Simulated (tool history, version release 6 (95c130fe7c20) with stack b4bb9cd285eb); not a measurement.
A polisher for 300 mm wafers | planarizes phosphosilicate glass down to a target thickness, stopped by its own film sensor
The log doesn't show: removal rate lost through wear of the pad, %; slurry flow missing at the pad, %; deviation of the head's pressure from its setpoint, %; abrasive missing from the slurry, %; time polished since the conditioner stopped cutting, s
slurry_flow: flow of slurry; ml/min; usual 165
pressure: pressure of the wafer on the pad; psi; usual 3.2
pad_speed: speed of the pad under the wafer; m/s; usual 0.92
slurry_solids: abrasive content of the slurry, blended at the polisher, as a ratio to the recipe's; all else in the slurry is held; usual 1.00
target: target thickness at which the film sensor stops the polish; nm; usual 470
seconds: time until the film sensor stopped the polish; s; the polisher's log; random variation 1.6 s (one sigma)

run,day,slurry_flow,pressure,pad_speed,slurry_solids,target,wafers since the last listed run,wafers polished on this pad,hours since the slurry nozzle was cleaned,hours since the head pressure was calibrated,hours since the slurry blender was calibrated,hours since the conditioning disc was replaced,"incoming thickness of the incoming film, nm",seconds
1,0.000,165,3.2,0.92,1.00,470,0,2588,35.7,510.0,251.8,101.3,1183.7,90.3
# day 2.700: worn pad replaced by a new one
2,2.858,165,3.2,0.92,1.00,470,592,34,104.3,578.6,320.4,169.9,1174.0,89.3
# day 3.450: slurry blender recalibrated
3,5.596,195,3.2,1.10,1.00,470,583,618,170.0,644.3,51.5,235.6,1199.6,85.4
4,7.479,195,3.2,1.10,1.00,470,414,1032,215.2,689.5,96.7,280.8,1206.5,84.9
5,9.658,165,3.2,0.92,1.00,470,479,1512,267.5,741.8,149.0,333.1,1183.6,95.0
6,11.029,165,3.2,0.98,1.00,379,301,1813,300.4,774.7,181.9,366.0,1185.1,105.6
# day 11.875: slurry nozzle cleaned
7,12.846,165,3.2,0.98,1.00,379,390,2204,23.3,818.3,225.5,409.6,1189.6,95.2
# day 13.988: worn pad replaced by a new one
8,14.342,140,3.2,0.92,1.00,470,292,77,59.2,854.2,261.4,445.5,1194.5,95.7
# day 14.742: slurry blender recalibrated
9,16.221,140,3.2,0.92,1.00,470,395,473,104.3,899.3,35.5,490.6,1190.3,97.7
# day 17.058: conditioning disc replaced and pad reconditioned
10,18.538,140,3.2,0.92,1.25,470,491,964,159.9,954.9,91.1,35.5,1201.7,92.7
# day 19.400: head pressure recalibrated
11,21.042,165,4.0,0.92,1.00,470,532,1496,220.0,39.4,151.2,95.6,1197.7,78.0
# day 23.683: slurry nozzle cleaned
12,25.529,165,2.6,0.92,0.75,565,977,2474,44.3,147.1,258.9,203.3,1208.7,109.8
13,26.796,215,3.8,0.92,1.00,676,278,2753,74.7,177.5,289.3,233.7,1185.4,51.7
# day 27.904: worn pad replaced by a new one
14,28.292,165,2.1,0.92,1.00,640,292,85,110.6,213.4,325.2,269.6,1194.0,106.5
# day 28.667: slurry blender recalibrated
15,30.000,165,3.2,0.64,1.00,470,357,442,151.6,254.4,32.0,310.6,1213.7,118.2
16,32.950,165,3.2,0.92,1.00,470,648,1091,222.4,325.2,102.8,381.4,1191.8,95.8
17,34.212,165,3.2,1.10,1.00,470,277,1369,252.7,355.5,133.1,411.7,1189.5,85.4
18,35.242,165,3.2,0.92,1.15,237,226,1595,277.4,380.2,157.8,436.4,1192.9,125.1
# day 35.558: conditioning disc replaced and pad reconditioned
19,37.146,165,4.2,1.04,0.75,470,400,1996,323.1,425.9,203.5,38.1,1214.0,81.7
# day 38.329: slurry nozzle cleaned
20,38.783,130,3.2,0.92,1.00,470,351,2347,10.9,465.2,242.8,77.4,1205.5,99.0
21,40.408,130,3.2,0.92,1.00,470,357,2704,49.9,504.2,281.8,116.4,1180.4,92.3
# day 41.212: worn pad replaced by a new one
22,41.867,165,3.2,0.92,1.00,470,284,143,84.9,539.2,316.8,151.4,1191.8,95.8
# day 43.054: slurry blender recalibrated
23,44.075,145,4.0,1.04,1.00,470,467,611,137.9,592.2,24.5,204.4,1181.1,70.9
24,46.179,165,3.2,0.92,0.80,470,462,1073,188.4,642.7,75.0,254.9,1202.0,103.8

5 ways to go on from here, each from the tool as it stands after run 24. What would each give?
A,46.200,110,3.2,0.92,1.00,470,4,1078,188.9,643.2,75.5,255.4,1180.6,?
B,46.200,165,2.4,0.92,1.00,470,4,1078,188.9,643.2,75.5,255.4,1180.6,?
C,46.200,165,3.9,0.92,1.00,470,4,1078,188.9,643.2,75.5,255.4,1180.6,?
D,46.200,120,4.1,1.06,1.00,470,4,1078,188.9,643.2,75.5,255.4,1180.6,?
E,46.200,115,3.6,0.92,1.10,384,4,1078,188.9,643.2,75.5,255.4,1180.6,?

run,seconds
A,105.7
B,125.9
C,78.6
D,74.0
E,100.7
Without the tool's hidden state the same runs would have given:
run,seconds
A,97.4
B,119.0
C,74.3
D,68.7
E,93.1
